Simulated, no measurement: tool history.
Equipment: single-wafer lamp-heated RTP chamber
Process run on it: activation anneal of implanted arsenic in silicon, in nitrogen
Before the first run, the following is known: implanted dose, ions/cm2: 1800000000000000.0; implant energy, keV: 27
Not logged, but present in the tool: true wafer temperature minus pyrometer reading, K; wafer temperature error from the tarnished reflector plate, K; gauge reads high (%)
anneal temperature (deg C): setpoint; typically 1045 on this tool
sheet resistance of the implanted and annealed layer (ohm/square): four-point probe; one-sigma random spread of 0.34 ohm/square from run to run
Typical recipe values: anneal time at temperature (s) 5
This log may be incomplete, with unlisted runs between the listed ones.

| run | hour | anneal temperature (deg C) | anneal time at temperature (s) | wafers since the last listed run | wafers since the last pyrometer calibration | wafers since the reflector plate was cleaned | hours since the gauge calibration | read-back reference wafer on the same gauge, sheet resistance | sheet resistance of the implanted and annealed layer (ohm/square) |
|---|---|---|---|---|---|---|---|---|---|
| 1 | 0.0 | 1045 | 5 | 0 | 727 | 480 | 805.3 | 93.49 | 95.96 |
| 2 | 179.6 | 1045 | 5 | 3865 | 4592 | 4345 | 984.9 | 93.50 | 94.51 |
| 3 | 218.8 | 1045 | 5 | 843 | 5436 | 5189 | 1024.1 | 93.48 | 94.71 |
| 4 | 244.2 | 1045 | 5 | 546 | 5982 | 5735 | 1049.5 | 93.40 | 94.05 |
|  | 291.1 | pyrometer window cleaned and pyrometer calibrated |
| 5 | 304.6 | 1045 | 5 | 1127 | 291 | 6863 | 1109.9 | 93.45 | 95.86 |
|  | 358.3 | reflector plate cleaned |
| 6 | 506.4 | 1045 | 5 | 4170 | 4462 | 3188 | 1311.7 | 93.57 | 94.29 |
| 7 | 550.3 | 1045 | 5 | 944 | 5406 | 4132 | 1355.6 | 93.35 | 93.82 |
| 8 | 580.5 | 1053 | 5 | 649 | 6056 | 4782 | 1385.8 | 93.50 | 91.66 |
| 9 | 607.4 | 1053 | 5 | 578 | 6635 | 5361 | 1412.7 | 93.48 | 91.43 |
| 10 | 641.9 | 1045 | 5 | 742 | 7378 | 6104 | 1447.2 | 93.56 | 93.32 |
|  | 667.7 | pyrometer window cleaned and pyrometer calibrated |
| 11 | 669.2 | 1035 | 5 | 415 | 32 | 6519 | 1474.5 | 93.58 | 98.71 |
| 12 | 713.1 | 1035 | 5 | 944 | 977 | 7464 | 1518.4 | 93.60 | 98.26 |
| 13 | 738.0 | 1032 | 5 | 535 | 1513 | 8000 | 1543.3 | 93.59 | 98.73 |
|  | 752.1 | reflector plate cleaned |
| 14 | 808.8 | 1032 | 5 | 1351 | 2864 | 1221 | 1614.1 | 93.56 | 98.95 |
| 15 | 928.6 | 1068 | 5 | 2578 | 5443 | 3799 | 1733.9 | 93.51 | 88.72 |
| 16 | 958.6 | 1045 | 5 | 645 | 6088 | 4444 | 1763.9 | 93.40 | 94.26 |
|  | 1038.3 | pyrometer window cleaned and pyrometer calibrated |
| 17 | 1052.5 | 1059 | 5 | 1848 | 305 | 6293 | 1857.8 | 93.45 | 92.55 |
| 18 | 1087.6 | 1066 | 5 | 755 | 1061 | 7048 | 1892.9 | 93.37 | 91.31 |
|  | 1135.6 | reflector plate cleaned |
| 19 | 1136.1 | 1064 | 3 | 871 | 1932 | 11 | 1941.4 | 93.44 | 95.81 |
|  | 1166.8 | gauge calibrated |
| 20 | 1250.1 | 1060 | 3 | 2453 | 4386 | 2465 | 83.3 | 93.67 | 95.10 |
| 21 | 1320.8 | 1045 | 5 | 1521 | 5907 | 3986 | 154.0 | 93.55 | 93.92 |
| 22 | 1362.7 | 1045 | 3 | 901 | 6809 | 4888 | 195.9 | 93.46 | 98.53 |
|  | 1386.5 | pyrometer window cleaned and pyrometer calibrated |
| 23 | 1409.0 | 1029 | 3 | 824 | 483 | 5712 | 242.2 | 93.53 | 104.00 |
| 24 | 1444.6 | 1064 | 6 | 766 | 1249 | 6478 | 277.8 | 93.40 | 89.43 |
| 25 | 1470.6 | 1065 | 4 | 559 | 1808 | 7038 | 303.8 | 93.45 | 92.98 |
|  | 1492.1 | reflector plate cleaned |
| 26 | 1536.1 | 1045 | 5 | 1237 | 3046 | 946 | 369.3 | 93.43 | 95.31 |
| 27 | 1569.8 | 1057 | 3 | 725 | 3771 | 1671 | 403.0 | 93.60 | 97.12 |
| 28 | 1734.0 | 1045 | 5 | 3533 | 7305 | 5205 | 567.2 | 93.44 | 93.52 |
|  | 1752.7 | pyrometer window cleaned and pyrometer calibrated |
| 29 | 1782.8 | 1072 | 6 | 878 | 646 | 6083 | 616.0 | 93.46 | 87.99 |

What the log doesn't show, run by run:
wafer temperature error from the tarnished reflector plate, K: 0 in every run
gauge reads high (%): 0 in every run
H1: true wafer temperature minus pyrometer reading, K
| run | H1 |
|---|---|
| 1 | 2.36 |
| 2 | 7.75 |
| 3 | 8.92 |
| 4 | 9.68 |
| 5 | 3.09 |
| 6 | 9.14 |
| 7 | 10.5 |
| 8 | 11.4 |
| 9 | 12.2 |
| 10 | 13.2 |
| 11 | 0.422 |
| 12 | 1.74 |
| 13 | 2.48 |
| 14 | 4.61 |
| 15 | 8.2 |
| 16 | 9.1 |
| 17 | 1.09 |
| 18 | 2.14 |
| 19 | 3.6 |
| 20 | 7.02 |
| 21 | 9.13 |
| 22 | 10.4 |
| 23 | 1.21 |
| 24 | 2.27 |
| 25 | 3.05 |
| 26 | 5.02 |
| 27 | 6.03 |
| 28 | 10.9 |
| 29 | 1.31 |
